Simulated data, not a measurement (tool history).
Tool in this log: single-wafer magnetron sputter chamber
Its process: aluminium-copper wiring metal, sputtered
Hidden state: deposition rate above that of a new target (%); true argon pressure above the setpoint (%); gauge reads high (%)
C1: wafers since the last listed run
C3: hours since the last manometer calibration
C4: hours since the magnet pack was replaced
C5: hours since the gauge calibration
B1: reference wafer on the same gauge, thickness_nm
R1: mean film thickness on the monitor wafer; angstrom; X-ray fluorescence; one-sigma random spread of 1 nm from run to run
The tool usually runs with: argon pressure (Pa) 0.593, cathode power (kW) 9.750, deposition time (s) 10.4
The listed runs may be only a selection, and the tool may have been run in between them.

Run 1, hour 0.0: usual settings; C1 0; wafers on the sputter target 2401; C3 2008.9; C4 10108.9; C5 515.7; B1 192.931. Result: R1 1652.11 angstrom.
Run 2, hour 15.3: usual settings; C1 204; wafers on the sputter target 2605; C3 2024.2; C4 10124.2; C5 531.0; B1 193.228. Result: R1 1648.15 angstrom.
Run 3, hour 29.6: usual settings; C1 191; wafers on the sputter target 2797; C3 2038.5; C4 10138.5; C5 545.3; B1 193.022. Result: R1 1648.93 angstrom.
Run 4, hour 40.9: usual settings; C1 151; wafers on the sputter target 2948; C3 2049.8; C4 10149.8; C5 556.6; B1 193.052. Result: R1 1659.21 angstrom.
Run 5, hour 58.3: usual settings; C1 232; wafers on the sputter target 3181; C3 2067.2; C4 10167.2; C5 574.0; B1 192.564. Result: R1 1667.49 angstrom.
Run 6, hour 67.2: usual settings; C1 119; wafers on the sputter target 3300; C3 2076.1; C4 10176.1; C5 582.9; B1 192.739. Result: R1 1642.26 angstrom.
Run 7, hour 76.7: usual settings but argon pressure (Pa) 0.685; C1 127; wafers on the sputter target 3427; C3 2085.6; C4 10185.6; C5 592.4; B1 192.664. Result: R1 1594.21 angstrom.
Run 8, hour 98.0: usual settings but cathode power (kW) 11.300; C1 284; wafers on the sputter target 3712; C3 2106.9; C4 10206.9; C5 613.7; B1 193.146. Result: R1 1898.32 angstrom.
Run 9, hour 113.3: usual settings but cathode power (kW) 11.300; C1 204; wafers on the sputter target 3917; C3 2122.2; C4 10222.2; C5 629.0; B1 193.005. Result: R1 1914.34 angstrom.
Run 10, hour 128.7: usual settings but cathode power (kW) 11.300; C1 206; wafers on the sputter target 4123; C3 2137.6; C4 10237.6; C5 644.4; B1 192.833. Result: R1 1895.54 angstrom.
Run 11, hour 140.8: usual settings; C1 161; wafers on the sputter target 4285; C3 2149.7; C4 10249.7; C5 656.5; B1 192.765. Result: R1 1639.22 angstrom.
At hour 155.8: gauge calibrated.
Run 12, hour 157.9: usual settings but deposition time (s) 11.3; C1 228; wafers on the sputter target 4513; C3 2166.8; C4 10266.8; C5 2.1; B1 192.714. Result: R1 1776.13 angstrom.
Run 13, hour 166.2: usual settings but deposition time (s) 11.3; C1 111; wafers on the sputter target 4624; C3 2175.1; C4 10275.1; C5 10.4; B1 193.272. Result: R1 1779.08 angstrom.
Run 14, hour 174.4: usual settings; C1 109; wafers on the sputter target 4734; C3 2183.3; C4 10283.3; C5 18.6; B1 193.021. Result: R1 1649.47 angstrom.
Run 15, hour 186.7: usual settings but argon pressure (Pa) 0.688, cathode power (kW) 11.800, deposition time (s) 9.0; C1 164; wafers on the sputter target 4899; C3 2195.6; C4 10295.6; C5 30.9; B1 193.410. Result: R1 1647.23 angstrom.
At hour 198.9: sputter target and shields replaced.
Run 16, hour 199.4: usual settings; C1 62; wafers on the sputter target 6; C3 2208.3; C4 10308.3; C5 43.6; B1 193.030. Result: R1 1691.81 angstrom.
Run 17, hour 237.4: usual settings but argon pressure (Pa) 0.412, cathode power (kW) 10.550, deposition time (s) 12.2; C1 508; wafers on the sputter target 515; C3 2246.3; C4 10346.3; C5 81.6; B1 192.982. Result: R1 2329.99 angstrom.
Run 18, hour 251.1: usual settings but argon pressure (Pa) 0.776, cathode power (kW) 8.000, deposition time (s) 11.0; C1 183; wafers on the sputter target 698; C3 2260.0; C4 10360.0; C5 95.3; B1 193.226. Result: R1 1369.00 angstrom.
Run 19, hour 258.1: usual settings but deposition time (s) 10.0; C1 93; wafers on the sputter target 792; C3 2267.0; C4 10367.0; C5 102.3; B1 193.053. Result: R1 1611.14 angstrom.
Run 20, hour 272.7: usual settings; C1 195; wafers on the sputter target 987; C3 2281.6; C4 10381.6; C5 116.9; B1 192.354. Result: R1 1665.87 angstrom.
At hour 284.4: magnet pack replaced.
Run 21, hour 289.3: usual settings but argon pressure (Pa) 0.407, cathode power (kW) 11.600, deposition time (s) 9.6; C1 115; wafers on the sputter target 1102; C3 2298.2; C4 4.9; C5 133.5; B1 193.081. Result: R1 1952.68 angstrom.
Run 22, hour 306.6: usual settings but argon pressure (Pa) 0.386, cathode power (kW) 11.150, deposition time (s) 8.7; C1 231; wafers on the sputter target 1334; C3 2315.5; C4 22.2; C5 150.8; B1 192.811. Result: R1 1719.06 angstrom.
Run 23, hour 315.1: usual settings but argon pressure (Pa) 0.479, cathode power (kW) 11.300, deposition time (s) 12.3; C1 113; wafers on the sputter target 1447; C3 2324.0; C4 30.7; C5 159.3; B1 193.151. Result: R1 2390.08 angstrom.
At hour 329.7: capacitance manometer re-zeroed and calibrated.
Run 24, hour 363.0: usual settings but argon pressure (Pa) 0.668, cathode power (kW) 7.600; C1 533; wafers on the sputter target 1981; C3 33.3; C4 78.6; C5 207.2; B1 192.858. Result: R1 1263.59 angstrom.
Run 25, hour 377.1: usual settings but cathode power (kW) 9.050, deposition time (s) 11.3; C1 188; wafers on the sputter target 2170; C3 47.4; C4 92.7; C5 221.3; B1 192.704. Result: R1 1686.33 angstrom.
Run 26, hour 387.3: usual settings; C1 136; wafers on the sputter target 2306; C3 57.6; C4 102.9; C5 231.5; B1 193.235. Result: R1 1639.85 angstrom.
Run 27, hour 400.6: usual settings but cathode power (kW) 7.350, deposition time (s) 11.8; C1 177; wafers on the sputter target 2484; C3 70.9; C4 116.2; C5 244.8; B1 193.249. Result: R1 1393.66 angstrom.
Run 28, hour 408.6: usual settings but cathode power (kW) 7.800; C1 107; wafers on the sputter target 2591; C3 78.9; C4 124.2; C5 252.8; B1 193.033. Result: R1 1320.47 angstrom.
Run 29, hour 418.0: usual settings but cathode power (kW) 10.400, deposition time (s) 8.4; C1 125; wafers on the sputter target 2717; C3 88.3; C4 133.6; C5 262.2; B1 193.030. Result: R1 1426.92 angstrom.
Run 30, hour 435.2: usual settings; C1 230; wafers on the sputter target 2947; C3 105.5; C4 150.8; C5 279.4; B1 192.859. Result: R1 1654.57 angstrom.
Run 31, hour 451.2: usual settings; C1 214; wafers on the sputter target 3161; C3 121.5; C4 166.8; C5 295.4; B1 192.855. Result: R1 1636.52 angstrom.
Run 32, hour 457.4: usual settings but cathode power (kW) 7.850, deposition time (s) 9.6; C1 82; wafers on the sputter target 3244; C3 127.7; C4 173.0; C5 301.6; B1 193.272. Result: R1 1212.98 angstrom.
Run 33, hour 473.8: usual settings but argon pressure (Pa) 0.816, cathode power (kW) 12.150, deposition time (s) 9.3; C1 219; wafers on the sputter target 3464; C3 144.1; C4 189.4; C5 318.0; B1 192.944. Result: R1 1706.61 angstrom.
Run 34, hour 489.8: usual settings but cathode power (kW) 11.350, deposition time (s) 9.5; C1 214; wafers on the sputter target 3678; C3 160.1; C4 205.4; C5 334.0; B1 192.691. Result: R1 1750.29 angstrom.

5 options for the next run, each taken on its own from the tool as it stands now. Forecast them:
Run A, hour 490.2: usual settings but cathode power (kW) 7.500; C1 5; wafers on the sputter target 3683; C3 160.5; C4 205.8; C5 334.4; B1 ?. Result: R1 ?.
Run B, hour 490.2: usual settings but deposition time (s) 11.8; C1 5; wafers on the sputter target 3683; C3 160.5; C4 205.8; C5 334.4; B1 ?. Result: R1 ?.
Run C, hour 490.2: usual settings but argon pressure (Pa) 0.816, cathode power (kW) 11.100, deposition time (s) 8.7; C1 5; wafers on the sputter target 3683; C3 160.5; C4 205.8; C5 334.4; B1 ?. Result: R1 ?.
Run D, hour 490.2: usual settings but cathode power (kW) 7.800, deposition time (s) 8.5; C1 5; wafers on the sputter target 3683; C3 160.5; C4 205.8; C5 334.4; B1 ?. Result: R1 ?.
Run E, hour 490.2: usual settings but cathode power (kW) 10.450; C1 5; wafers on the sputter target 3683; C3 160.5; C4 205.8; C5 334.4; B1 ?. Result: R1 ?.

run       B1       R1
  A  193.076  1281.15
  B  193.076  1889.69
  C  193.076  1465.24
  D  193.076  1088.98
  E  193.076  1785.07
Without the tool's unlogged condition, the same runs would have read:
run       R1
  A  1337.68
  B  1973.08
  C  1529.90
  D  1137.03
  E  1863.83
